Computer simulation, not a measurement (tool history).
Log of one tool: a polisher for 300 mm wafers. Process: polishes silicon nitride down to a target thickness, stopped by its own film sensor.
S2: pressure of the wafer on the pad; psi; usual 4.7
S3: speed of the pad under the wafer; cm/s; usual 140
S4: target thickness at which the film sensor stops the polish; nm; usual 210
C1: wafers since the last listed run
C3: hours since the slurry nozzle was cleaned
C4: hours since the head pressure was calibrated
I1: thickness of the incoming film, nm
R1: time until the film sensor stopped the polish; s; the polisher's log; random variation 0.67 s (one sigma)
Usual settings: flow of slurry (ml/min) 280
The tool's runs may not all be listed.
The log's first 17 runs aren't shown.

run 18 hour=425.0 | flow_of_slurry_(ml/min)=220 S2=4.7 S3=124 S4=210 | C1=96 wafers_polished_on_this_pad=871 C3=171.3 C4=26.6 | I1=328.2 | R1=64.9
run 19 hour=446.8 | flow_of_slurry_(ml/min)=280 S2=3.4 S3=164 S4=210 | C1=165 wafers_polished_on_this_pad=1036 C3=193.1 C4=48.4 | I1=327.6 | R1=65.6
-- hour=475.2 worn pad replaced by a new one
run 20 hour=480.7 | flow_of_slurry_(ml/min)=380 S2=6.2 S3=128 S4=210 | C1=226 wafers_polished_on_this_pad=41 C3=227.0 C4=82.3 | I1=332.0 | R1=47.7
run 21 hour=511.9 | flow_of_slurry_(ml/min)=380 S2=6.2 S3=128 S4=210 | C1=236 wafers_polished_on_this_pad=278 C3=258.2 C4=113.5 | I1=333.6 | R1=47.8
run 22 hour=541.6 | flow_of_slurry_(ml/min)=255 S2=6.1 S3=102 S4=170 | C1=225 wafers_polished_on_this_pad=504 C3=287.9 C4=143.2 | I1=332.7 | R1=80.1
run 23 hour=554.7 | flow_of_slurry_(ml/min)=190 S2=4.7 S3=112 S4=210 | C1=99 wafers_polished_on_this_pad=603 C3=301.0 C4=156.3 | I1=329.5 | R1=71.1
run 24 hour=566.8 | flow_of_slurry_(ml/min)=325 S2=4.7 S3=140 S4=240 | C1=91 wafers_polished_on_this_pad=695 C3=313.1 C4=168.4 | I1=334.8 | R1=44.5
run 25 hour=586.4 | flow_of_slurry_(ml/min)=335 S2=3.3 S3=140 S4=210 | C1=148 wafers_polished_on_this_pad=844 C3=332.7 C4=188.0 | I1=334.1 | R1=76.8
run 26 hour=609.8 | flow_of_slurry_(ml/min)=280 S2=5.7 S3=140 S4=186 | C1=177 wafers_polished_on_this_pad=1021 C3=356.1 C4=211.4 | I1=323.4 | R1=56.7
run 27 hour=638.5 | flow_of_slurry_(ml/min)=345 S2=4.0 S3=140 S4=210 | C1=217 wafers_polished_on_this_pad=1239 C3=384.8 C4=240.1 | I1=332.7 | R1=68.0
-- hour=643.7 worn pad replaced by a new one
run 28 hour=657.1 | flow_of_slurry_(ml/min)=280 S2=4.7 S3=140 S4=229 | C1=110 wafers_polished_on_this_pad=101 C3=403.4 C4=258.7 | I1=329.8 | R1=47.8
run 29 hour=688.5 | flow_of_slurry_(ml/min)=280 S2=3.4 S3=140 S4=210 | C1=238 wafers_polished_on_this_pad=339 C3=434.8 C4=290.1 | I1=330.2 | R1=74.2
run 30 hour=711.8 | flow_of_slurry_(ml/min)=280 S2=3.4 S3=96 S4=251 | C1=176 wafers_polished_on_this_pad=516 C3=458.1 C4=313.4 | I1=327.5 | R1=62.7
run 31 hour=742.9 | flow_of_slurry_(ml/min)=280 S2=4.7 S3=140 S4=210 | C1=235 wafers_polished_on_this_pad=752 C3=489.2 C4=344.5 | I1=332.8 | R1=59.5

3 ways to go on from here, each from the tool as it stands after run 31. What would each give?
run A hour=743.3 | flow_of_slurry_(ml/min)=245 S2=4.7 S3=140 S4=210 | C1=3 wafers_polished_on_this_pad=755 C3=489.6 C4=344.9 | I1=331.3 | R1=?
run B hour=743.3 | flow_of_slurry_(ml/min)=280 S2=4.7 S3=96 S4=230 | C1=3 wafers_polished_on_this_pad=755 C3=489.6 C4=344.9 | I1=331.3 | R1=?
run C hour=743.3 | flow_of_slurry_(ml/min)=280 S2=6.0 S3=112 S4=210 | C1=3 wafers_polished_on_this_pad=755 C3=489.6 C4=344.9 | I1=331.3 | R1=?

run=A R1=58.4
run=B R1=64.9
run=C R1=55.9
Without the tool's hidden state the same runs would have given:
run=A R1=56.6
run=B R1=62.9
run=C R1=54.2

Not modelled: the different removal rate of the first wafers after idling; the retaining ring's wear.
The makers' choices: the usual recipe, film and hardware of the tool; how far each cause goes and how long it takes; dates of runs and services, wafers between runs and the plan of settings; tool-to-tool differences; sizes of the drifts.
